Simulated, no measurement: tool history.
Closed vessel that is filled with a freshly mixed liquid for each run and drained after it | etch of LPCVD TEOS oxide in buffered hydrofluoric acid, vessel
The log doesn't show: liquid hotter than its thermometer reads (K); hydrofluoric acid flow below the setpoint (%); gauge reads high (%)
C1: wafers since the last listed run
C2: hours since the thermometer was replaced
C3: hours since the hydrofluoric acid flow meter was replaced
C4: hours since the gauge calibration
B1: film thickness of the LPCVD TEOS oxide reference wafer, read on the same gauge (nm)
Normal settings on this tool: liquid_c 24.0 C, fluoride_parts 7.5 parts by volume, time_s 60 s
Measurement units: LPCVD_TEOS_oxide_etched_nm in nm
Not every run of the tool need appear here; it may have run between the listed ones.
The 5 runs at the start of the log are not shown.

run 6 hour=405.9 | liquid_c=21.0 fluoride_parts=6.0 time_s=60 | C1=5565 C2=1823.8 C3=186.2 C4=759.9 | B1=110.01 | LPCVD_TEOS_oxide_etched_nm=135.78
run 7 hour=472.4 | liquid_c=21.0 fluoride_parts=6.0 time_s=60 | C1=6996 C2=1890.3 C3=252.7 C4=826.4 | B1=110.00 | LPCVD_TEOS_oxide_etched_nm=131.70
run 8 hour=529.1 | liquid_c=21.0 fluoride_parts=6.0 time_s=60 | C1=5965 C2=1947.0 C3=309.4 C4=883.1 | B1=109.99 | LPCVD_TEOS_oxide_etched_nm=133.53
run 9 hour=582.7 | liquid_c=24.0 fluoride_parts=7.5 time_s=40 | C1=5639 C2=2000.6 C3=363.0 C4=936.7 | B1=110.00 | LPCVD_TEOS_oxide_etched_nm=83.29
run 10 hour=651.0 | liquid_c=24.0 fluoride_parts=7.5 time_s=40 | C1=7185 C2=2068.9 C3=431.3 C4=1005.0 | B1=109.99 | LPCVD_TEOS_oxide_etched_nm=81.25
run 11 hour=718.2 | liquid_c=24.0 fluoride_parts=7.5 time_s=60 | C1=7069 C2=2136.1 C3=498.5 C4=1072.2 | B1=109.98 | LPCVD_TEOS_oxide_etched_nm=121.90
run 12 hour=750.7 | liquid_c=24.0 fluoride_parts=7.5 time_s=60 | C1=3419 C2=2168.6 C3=531.0 C4=1104.7 | B1=110.00 | LPCVD_TEOS_oxide_etched_nm=121.80
-- hour=782.8 hydrofluoric acid flow meter replaced
run 13 hour=794.6 | liquid_c=26.0 fluoride_parts=7.5 time_s=60 | C1=4513 C2=2212.5 C3=11.8 C4=1148.6 | B1=109.99 | LPCVD_TEOS_oxide_etched_nm=148.59
run 14 hour=858.3 | liquid_c=26.0 fluoride_parts=7.5 time_s=60 | C1=6701 C2=2276.2 C3=75.5 C4=1212.3 | B1=109.99 | LPCVD_TEOS_oxide_etched_nm=146.22
run 15 hour=928.2 | liquid_c=26.0 fluoride_parts=7.5 time_s=60 | C1=7354 C2=2346.1 C3=145.4 C4=1282.2 | B1=110.00 | LPCVD_TEOS_oxide_etched_nm=145.28
run 16 hour=971.4 | liquid_c=25.5 fluoride_parts=9.0 time_s=60 | C1=4544 C2=2389.3 C3=188.6 C4=1325.4 | B1=109.99 | LPCVD_TEOS_oxide_etched_nm=116.63
-- hour=990.7 gauge calibrated
-- hour=1022.8 thermometer replaced
run 17 hour=1028.7 | liquid_c=27.5 fluoride_parts=6.0 time_s=40 | C1=5923 C2=5.9 C3=245.9 C4=38.0 | B1=109.96 | LPCVD_TEOS_oxide_etched_nm=120.88
run 18 hour=1088.2 | liquid_c=27.0 fluoride_parts=7.5 time_s=60 | C1=6259 C2=65.4 C3=305.4 C4=97.5 | B1=110.01 | LPCVD_TEOS_oxide_etched_nm=140.72
run 19 hour=1115.2 | liquid_c=28.0 fluoride_parts=6.5 time_s=40 | C1=2840 C2=92.4 C3=332.4 C4=124.5 | B1=110.00 | LPCVD_TEOS_oxide_etched_nm=115.54
run 20 hour=1174.3 | liquid_c=27.5 fluoride_parts=6.0 time_s=40 | C1=6217 C2=151.5 C3=391.5 C4=183.6 | B1=109.98 | LPCVD_TEOS_oxide_etched_nm=117.72
run 21 hour=1210.1 | liquid_c=24.0 fluoride_parts=6.0 time_s=40 | C1=3766 C2=187.3 C3=427.3 C4=219.4 | B1=110.01 | LPCVD_TEOS_oxide_etched_nm=100.03
run 22 hour=1302.5 | liquid_c=21.5 fluoride_parts=9.5 time_s=95 | C1=9721 C2=279.7 C3=519.7 C4=311.8 | B1=109.98 | LPCVD_TEOS_oxide_etched_nm=132.22
run 23 hour=1329.1 | liquid_c=24.0 fluoride_parts=5.5 time_s=60 | C1=2798 C2=306.3 C3=546.3 C4=338.4 | B1=110.01 | LPCVD_TEOS_oxide_etched_nm=158.86
run 24 hour=1382.7 | liquid_c=26.5 fluoride_parts=9.0 time_s=50 | C1=5639 C2=359.9 C3=599.9 C4=392.0 | B1=110.01 | LPCVD_TEOS_oxide_etched_nm=95.51
-- hour=1387.1 hydrofluoric acid flow meter replaced
run 25 hour=1416.3 | liquid_c=24.0 fluoride_parts=5.5 time_s=85 | C1=3429 C2=393.5 C3=29.2 C4=425.6 | B1=110.01 | LPCVD_TEOS_oxide_etched_nm=242.33
run 26 hour=1441.0 | liquid_c=26.5 fluoride_parts=5.0 time_s=45 | C1=2598 C2=418.2 C3=53.9 C4=450.3 | B1=110.03 | LPCVD_TEOS_oxide_etched_nm=158.16
run 27 hour=1485.4 | liquid_c=20.0 fluoride_parts=10.0 time_s=35 | C1=4671 C2=462.6 C3=98.3 C4=494.7 | B1=109.99 | LPCVD_TEOS_oxide_etched_nm=46.22
run 28 hour=1542.2 | liquid_c=24.0 fluoride_parts=7.5 time_s=60 | C1=5975 C2=519.4 C3=155.1 C4=551.5 | B1=109.98 | LPCVD_TEOS_oxide_etched_nm=129.75
run 29 hour=1606.4 | liquid_c=24.0 fluoride_parts=5.0 time_s=60 | C1=6754 C2=583.6 C3=219.3 C4=615.7 | B1=110.02 | LPCVD_TEOS_oxide_etched_nm=181.66
run 30 hour=1650.4 | liquid_c=24.0 fluoride_parts=7.5 time_s=60 | C1=4629 C2=627.6 C3=263.3 C4=659.7 | B1=109.99 | LPCVD_TEOS_oxide_etched_nm=124.50

Forecast each of these 4 alternatives for the next run:
run A hour=1651.1 | liquid_c=21.5 fluoride_parts=7.5 time_s=60 | C1=73 C2=628.3 C3=264.0 C4=660.4 | B1=? | LPCVD_TEOS_oxide_etched_nm=?
run B hour=1651.1 | liquid_c=20.0 fluoride_parts=7.5 time_s=40 | C1=73 C2=628.3 C3=264.0 C4=660.4 | B1=? | LPCVD_TEOS_oxide_etched_nm=?
run C hour=1651.1 | liquid_c=24.0 fluoride_parts=7.5 time_s=75 | C1=73 C2=628.3 C3=264.0 C4=660.4 | B1=? | LPCVD_TEOS_oxide_etched_nm=?
run D hour=1651.1 | liquid_c=24.0 fluoride_parts=6.5 time_s=40 | C1=73 C2=628.3 C3=264.0 C4=660.4 | B1=? | LPCVD_TEOS_oxide_etched_nm=?

run=A B1=109.98 LPCVD_TEOS_oxide_etched_nm=109.61
run=B B1=109.98 LPCVD_TEOS_oxide_etched_nm=67.24
run=C B1=109.98 LPCVD_TEOS_oxide_etched_nm=157.13
run=D B1=109.98 LPCVD_TEOS_oxide_etched_nm=97.18
With no hidden state in the tool, these same runs would have given:
run=A LPCVD_TEOS_oxide_etched_nm=112.47
run=B LPCVD_TEOS_oxide_etched_nm=68.97
run=C LPCVD_TEOS_oxide_etched_nm=161.27
run=D LPCVD_TEOS_oxide_etched_nm=98.81
